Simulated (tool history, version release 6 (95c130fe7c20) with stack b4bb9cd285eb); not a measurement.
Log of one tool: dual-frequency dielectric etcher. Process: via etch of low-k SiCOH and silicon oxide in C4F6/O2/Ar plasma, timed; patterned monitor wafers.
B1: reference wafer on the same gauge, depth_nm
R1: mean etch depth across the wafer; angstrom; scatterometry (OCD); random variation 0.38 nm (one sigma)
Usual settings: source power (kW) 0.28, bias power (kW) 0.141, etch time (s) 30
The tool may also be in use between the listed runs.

{"run": 1, "day": 0.0, "source power (kW)": 0.28, "bias power (kW)": 0.132, "etch time (s)": 30, "B1": 63.1, "R1": 568}
{"run": 2, "day": 1.492, "source power (kW)": 0.28, "bias power (kW)": 0.132, "etch time (s)": 30, "B1": 63.2, "R1": 572}
{"run": 3, "day": 3.904, "source power (kW)": 0.28, "bias power (kW)": 0.141, "etch time (s)": 30, "B1": 63.2, "R1": 579}
{"run": 4, "day": 5.154, "source power (kW)": 0.28, "bias power (kW)": 0.141, "etch time (s)": 30, "B1": 63, "R1": 574}
{"day": 7.012, "done": "wet clean of the chamber"}
{"run": 5, "day": 7.033, "source power (kW)": 0.28, "bias power (kW)": 0.141, "etch time (s)": 26, "B1": 63, "R1": 521}
{"run": 6, "day": 8.904, "source power (kW)": 0.28, "bias power (kW)": 0.141, "etch time (s)": 26, "B1": 63, "R1": 519}
{"run": 7, "day": 10.296, "source power (kW)": 0.28, "bias power (kW)": 0.141, "etch time (s)": 26, "B1": 62.7, "R1": 520}
{"run": 8, "day": 12.304, "source power (kW)": 0.28, "bias power (kW)": 0.141, "etch time (s)": 30, "B1": 63.1, "R1": 587}
{"run": 9, "day": 13.804, "source power (kW)": 0.28, "bias power (kW)": 0.141, "etch time (s)": 30, "B1": 63, "R1": 588}
{"run": 10, "day": 15.421, "source power (kW)": 0.28, "bias power (kW)": 0.141, "etch time (s)": 27.5, "B1": 62.9, "R1": 533}
{"run": 11, "day": 16.783, "source power (kW)": 0.28, "bias power (kW)": 0.141, "etch time (s)": 27.5, "B1": 62.9, "R1": 529}
{"run": 12, "day": 18.917, "source power (kW)": 0.28, "bias power (kW)": 0.124, "etch time (s)": 30, "B1": 63, "R1": 552}
{"day": 20.571, "done": "source power generator calibrated"}
{"run": 13, "day": 20.933, "source power (kW)": 0.28, "bias power (kW)": 0.124, "etch time (s)": 30, "B1": 63, "R1": 550}
{"day": 22.392, "done": "wet clean of the chamber"}
{"run": 14, "day": 23.15, "source power (kW)": 0.28, "bias power (kW)": 0.124, "etch time (s)": 30, "B1": 63, "R1": 568}
{"run": 15, "day": 24.721, "source power (kW)": 0.25, "bias power (kW)": 0.172, "etch time (s)": 23, "B1": 63.1, "R1": 471}
{"run": 16, "day": 27.654, "source power (kW)": 0.28, "bias power (kW)": 0.141, "etch time (s)": 30, "B1": 63, "R1": 583}
{"run": 17, "day": 28.654, "source power (kW)": 0.31, "bias power (kW)": 0.161, "etch time (s)": 38.5, "B1": 63, "R1": 806}
{"day": 32.125, "done": "bias power generator calibrated"}
{"run": 18, "day": 33.408, "source power (kW)": 0.33, "bias power (kW)": 0.114, "etch time (s)": 23.5, "B1": 63.1, "R1": 445}
{"day": 35.179, "done": "gauge calibrated"}
{"day": 35.592, "done": "wet clean of the chamber"}
{"run": 19, "day": 35.612, "source power (kW)": 0.33, "bias power (kW)": 0.141, "etch time (s)": 30, "B1": 62.9, "R1": 640}
{"run": 20, "day": 36.671, "source power (kW)": 0.28, "bias power (kW)": 0.129, "etch time (s)": 30, "B1": 63, "R1": 588}
{"run": 21, "day": 38.142, "source power (kW)": 0.22, "bias power (kW)": 0.159, "etch time (s)": 30, "B1": 63.1, "R1": 570}
{"day": 39.917, "done": "upper electrode replaced"}
{"run": 22, "day": 39.938, "source power (kW)": 0.28, "bias power (kW)": 0.129, "etch time (s)": 30, "B1": 62.9, "R1": 577}
{"run": 23, "day": 41.329, "source power (kW)": 0.28, "bias power (kW)": 0.141, "etch time (s)": 30, "B1": 63, "R1": 585}
{"run": 24, "day": 43.208, "source power (kW)": 0.28, "bias power (kW)": 0.155, "etch time (s)": 30, "B1": 63.2, "R1": 605}
{"run": 25, "day": 45.879, "source power (kW)": 0.28, "bias power (kW)": 0.141, "etch time (s)": 30, "B1": 63.1, "R1": 583}

The next listed run, before its measurement:
{"run": 26, "day": 47.846, "source power (kW)": 0.24, "bias power (kW)": 0.107, "etch time (s)": 30, "B1": "?", "R1": "?"}

B1: 63
R1: 503 angstrom
Without the tool's hidden state the same run would have given R1 521 angstrom.

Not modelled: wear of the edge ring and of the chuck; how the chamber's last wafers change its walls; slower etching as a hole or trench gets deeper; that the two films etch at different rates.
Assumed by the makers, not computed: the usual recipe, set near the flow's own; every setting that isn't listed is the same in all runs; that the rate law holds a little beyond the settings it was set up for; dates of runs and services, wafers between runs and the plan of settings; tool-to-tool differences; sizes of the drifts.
